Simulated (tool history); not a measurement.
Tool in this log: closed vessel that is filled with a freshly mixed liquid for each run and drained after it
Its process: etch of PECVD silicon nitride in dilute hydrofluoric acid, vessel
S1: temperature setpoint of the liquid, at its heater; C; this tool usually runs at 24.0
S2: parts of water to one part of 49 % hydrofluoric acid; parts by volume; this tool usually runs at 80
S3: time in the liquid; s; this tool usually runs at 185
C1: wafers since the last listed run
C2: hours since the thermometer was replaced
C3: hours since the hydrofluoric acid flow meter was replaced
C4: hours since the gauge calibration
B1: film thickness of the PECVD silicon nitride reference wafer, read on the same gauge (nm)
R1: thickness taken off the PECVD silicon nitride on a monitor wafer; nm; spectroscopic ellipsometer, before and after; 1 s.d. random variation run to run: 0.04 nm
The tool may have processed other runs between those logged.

run    hour    S1   S2   S3     C1     C2      C3      C4     B1    R1
  1     0.0  24.0   80  185      0  236.3   723.9  1083.0  90.03  5.69
  2    97.6  24.0   80  225  12646  333.9   821.5  1180.6  90.04  7.00
  3   171.0  24.0   80  225   9510  407.3   894.9  1254.0  90.00  6.98
  4   248.7  24.0   80  225  10067  485.0   972.6  1331.7  90.02  7.06
  5   330.2  22.0   80  185  10559  566.5  1054.1  1413.2  90.00  5.09
  6   411.6  22.0   80  185  10547  647.9  1135.5  1494.6  90.02  5.13
  7   469.2  24.0   80  120   7463  705.5  1193.1  1552.2  90.03  3.85
  8   556.4  24.0   80  185  11298  792.7  1280.3  1639.4  89.97  5.95
  9   605.3  24.0   80  185   6335  841.6  1329.2  1688.3  89.93  5.99
 10   644.2  24.0   80  185   5040  880.5  1368.1  1727.2  89.96  5.92
 11   698.2  21.0   80  185   6996  934.5  1422.1  1781.2  90.01  4.94
 12   753.6  21.0   80  185   7178  989.9  1477.5  1836.6  90.04  4.96
      798.9  -- thermometer replaced
 13   844.7  21.0   80  185  11674   45.8  1568.6  1927.7  90.01  5.27
 14   894.3  24.0   80  185   6426   95.4  1618.2  1977.3  89.99  6.46
      917.4  -- gauge calibrated
 15   973.4  24.0   80  185  10249  174.5  1697.3    56.0  89.99  6.53
 16  1032.6  24.0   80  185   7670  233.7  1756.5   115.2  89.96  6.53
     1078.9  -- thermometer replaced, repeated, since the last time left the tool worse
 17  1221.0  22.0   40  185  24281  142.1  1944.9   303.6  89.99  9.68
 18  1306.7  24.0   80  185  11104  227.8  2030.6   389.3  90.02  5.76
     1329.0  -- hydrofluoric acid flow meter replaced
 19  1360.6  24.0   80  185   6854  281.7    31.6   443.2  90.01  5.75
 20  1404.9  25.5  110   80   5739  326.0    75.9   487.5  89.97  2.01
 21  1446.1  24.0   80  185   5338  367.2   117.1   528.7  90.06  5.82
 22  1527.1  20.5   90  185  10495  448.2   198.1   609.7  90.00  4.15
 23  1580.5  24.0  115  215   6919  501.6   251.5   663.1  90.07  4.76
 24  1661.5  24.0  115  135  10495  582.6   332.5   744.1  90.04  3.02
 25  1744.8  22.5   80   85  10793  665.9   415.8   827.4  89.95  2.48
 26  1791.6  21.0   70   85   6063  712.7   462.6   874.2  89.96  2.57
 27  1863.0  27.0  100  185   9251  784.1   534.0   945.6  89.99  5.86
 28  1961.8  28.5   80   80  12801  882.9   632.8  1044.4  90.00  3.49
 29  2011.9  24.0   90  125   6491  933.0   682.9  1094.5  90.05  3.64
 30  2053.9  24.0   80  185   5441  975.0   724.9  1136.5  89.95  6.14
     2065.7  -- thermometer replaced
 31  2135.1  24.0   80  185  10391   69.4   806.1  1217.7  90.06  5.58
 32  2199.4  24.0   80  185   8331  133.7   870.4  1282.0  89.94  5.67

3 ways to go on from here, each from the tool as it stands after run 32. What would each give?
  A  2200.1  24.0   80  185  90  134.4  871.1  1282.7   ?   ?
  B  2200.1  24.0   80  115  90  134.4  871.1  1282.7   ?   ?
  C  2200.1  24.0  100  145  90  134.4  871.1  1282.7   ?   ?

run     B1    R1
  A  90.00  5.66
  B  90.00  3.52
  C  90.00  3.56
Had the tool no hidden state, the same runs would have come out as:
run    R1
  A  5.59
  B  3.47
  C  3.52
